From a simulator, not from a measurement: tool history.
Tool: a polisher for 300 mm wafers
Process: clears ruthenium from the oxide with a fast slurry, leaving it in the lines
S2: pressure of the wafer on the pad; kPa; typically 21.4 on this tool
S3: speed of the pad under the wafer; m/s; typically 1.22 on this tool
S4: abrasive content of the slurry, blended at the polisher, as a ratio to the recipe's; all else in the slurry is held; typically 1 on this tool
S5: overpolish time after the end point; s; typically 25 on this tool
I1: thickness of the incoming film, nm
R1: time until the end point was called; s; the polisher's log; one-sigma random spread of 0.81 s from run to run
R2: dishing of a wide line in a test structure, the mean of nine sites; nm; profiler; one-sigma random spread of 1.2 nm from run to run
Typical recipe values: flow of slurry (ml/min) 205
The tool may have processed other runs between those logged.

run 1 hour=0 | flow_of_slurry_(ml/min)=205 S2=21.4 S3=1.22 S4=1 S5=25 | I1=297.9 | R1=50.4 R2=85.3
run 2 hour=13.2 | flow_of_slurry_(ml/min)=205 S2=21.4 S3=1.22 S4=1 S5=25 | I1=301.2 | R1=52.4 R2=87.5
run 3 hour=25.6 | flow_of_slurry_(ml/min)=205 S2=21.4 S3=1.22 S4=1 S5=34 | I1=302.4 | R1=53.2 R2=99.4
run 4 hour=36.7 | flow_of_slurry_(ml/min)=205 S2=21.4 S3=1.22 S4=1 S5=34 | I1=299.4 | R1=51.7 R2=97.1
run 5 hour=51.2 | flow_of_slurry_(ml/min)=205 S2=21.4 S3=1.22 S4=1 S5=34 | I1=300.7 | R1=52.1 R2=100.3
run 6 hour=59.5 | flow_of_slurry_(ml/min)=205 S2=21.4 S3=1.22 S4=0.75 S5=20 | I1=296.9 | R1=56.9 R2=67.9
run 7 hour=73.9 | flow_of_slurry_(ml/min)=205 S2=21.4 S3=1.22 S4=0.75 S5=20 | I1=299.9 | R1=63 R2=62.8
run 8 hour=85.2 | flow_of_slurry_(ml/min)=205 S2=21.4 S3=1.22 S4=0.75 S5=20 | I1=296.5 | R1=64 R2=63.8
run 9 hour=100 | flow_of_slurry_(ml/min)=205 S2=21.4 S3=1.52 S4=0.75 S5=25 | I1=295.8 | R1=48.6 R2=85.2
run 10 hour=108.6 | flow_of_slurry_(ml/min)=205 S2=21.4 S3=1.22 S4=1 S5=25 | I1=299.6 | R1=56.5 R2=80.3
run 11 hour=123.2 | flow_of_slurry_(ml/min)=205 S2=23.4 S3=1.04 S4=1.25 S5=19 | I1=302.6 | R1=54.9 R2=69.1
run 12 hour=137.3 | flow_of_slurry_(ml/min)=205 S2=21.4 S3=1.22 S4=1 S5=25 | I1=300.2 | R1=55.8 R2=79.2
run 13 hour=153.5 | flow_of_slurry_(ml/min)=205 S2=21.4 S3=1.22 S4=1 S5=34 | I1=300 | R1=54.9 R2=96.9
run 14 hour=168.6 | flow_of_slurry_(ml/min)=205 S2=17.2 S3=1.4 S4=1.25 S5=33 | I1=293.9 | R1=52.2 R2=96.3
run 15 hour=183.4 | flow_of_slurry_(ml/min)=170 S2=23.4 S3=1.22 S4=0.75 S5=25 | I1=298.3 | R1=57.6 R2=80.6
run 16 hour=194.8 | flow_of_slurry_(ml/min)=240 S2=21.4 S3=1.22 S4=1 S5=25 | I1=301.4 | R1=53.5 R2=84.3
run 17 hour=209.5 | flow_of_slurry_(ml/min)=205 S2=26.2 S3=1.06 S4=1.25 S5=21 | I1=306.4 | R1=46.6 R2=81.4
run 18 hour=216.4 | flow_of_slurry_(ml/min)=155 S2=21.4 S3=1.22 S4=0.75 S5=25 | I1=298.2 | R1=61.8 R2=76
run 19 hour=231 | flow_of_slurry_(ml/min)=205 S2=21.4 S3=1.22 S4=1 S5=25 | I1=302.4 | R1=53.8 R2=83.2
run 20 hour=247.1 | flow_of_slurry_(ml/min)=265 S2=17.9 S3=1.42 S4=1 S5=25 | I1=298.6 | R1=53.4 R2=83
run 21 hour=264.9 | flow_of_slurry_(ml/min)=175 S2=21.4 S3=1.5 S4=1 S5=14 | I1=305.1 | R1=47.7 R2=62.6
run 22 hour=303.6 | flow_of_slurry_(ml/min)=205 S2=21.4 S3=1.22 S4=0.85 S5=25 | I1=295.8 | R1=56.7 R2=79.9
run 23 hour=312.9 | flow_of_slurry_(ml/min)=240 S2=28.3 S3=1.54 S4=1 S5=32 | I1=298.6 | R1=34.7 R2=111.8
run 24 hour=324.2 | flow_of_slurry_(ml/min)=205 S2=21.4 S3=1.54 S4=1.25 S5=25 | I1=302.5 | R1=42.4 R2=94.8
run 25 hour=333.9 | flow_of_slurry_(ml/min)=205 S2=21.4 S3=1.22 S4=1 S5=25 | I1=301.7 | R1=52.5 R2=83.9
run 26 hour=341.1 | flow_of_slurry_(ml/min)=205 S2=21.4 S3=1.36 S4=1 S5=11 | I1=304.5 | R1=49.6 R2=49.8
run 27 hour=349.9 | flow_of_slurry_(ml/min)=205 S2=21.4 S3=1.22 S4=1 S5=25 | I1=296.2 | R1=53.3 R2=84.2
run 28 hour=367.7 | flow_of_slurry_(ml/min)=205 S2=21.4 S3=1.22 S4=1 S5=25 | I1=296.3 | R1=51.5 R2=82.9
run 29 hour=379.9 | flow_of_slurry_(ml/min)=265 S2=21.4 S3=1.22 S4=1 S5=25 | I1=297.9 | R1=50.6 R2=83.8

Put back what was entered between runs (6 entries, withheld): which listed runs does each sit between, and how does the hidden state differ from the listed run before to the listed run after?
Logged between run 1 and run 2: slurry nozzle cleaned (hour 10.7)
  deviation of the head's pressure from its setpoint, %: 9.71 -> 9.76
  measured less the result without the state, R1: -4.7 -> -4.9 s; R2: +4.3 -> +4.4 nm
Logged between run 6 and run 7: slurry blender recalibrated (hour 64.6); worn pad replaced by a new one (hour 72); head pressure recalibrated (hour 72.6)
  deviation of the head's pressure from its setpoint, %: 9.91 -> -0.757
  measured less the result without the state, R1: -5.5 -> +0.5 s; R2: +4.1 -> -0.3 nm
Logged between run 18 and run 19: worn pad replaced by a new one, of another model than before (hour 230.5)
  deviation of the head's pressure from its setpoint, %: 6.09 -> 6.52
  measured less the result without the state, R1: -3.6 -> -2.7 s; R2: +2.7 -> +2.3 nm
Logged between run 20 and run 21: slurry nozzle cleaned (hour 256.6)
  deviation of the head's pressure from its setpoint, %: 6.96 -> 7.4
  measured less the result without the state, R1: -2.8 -> -2.7 s; R2: +2.5 -> +2.4 nm
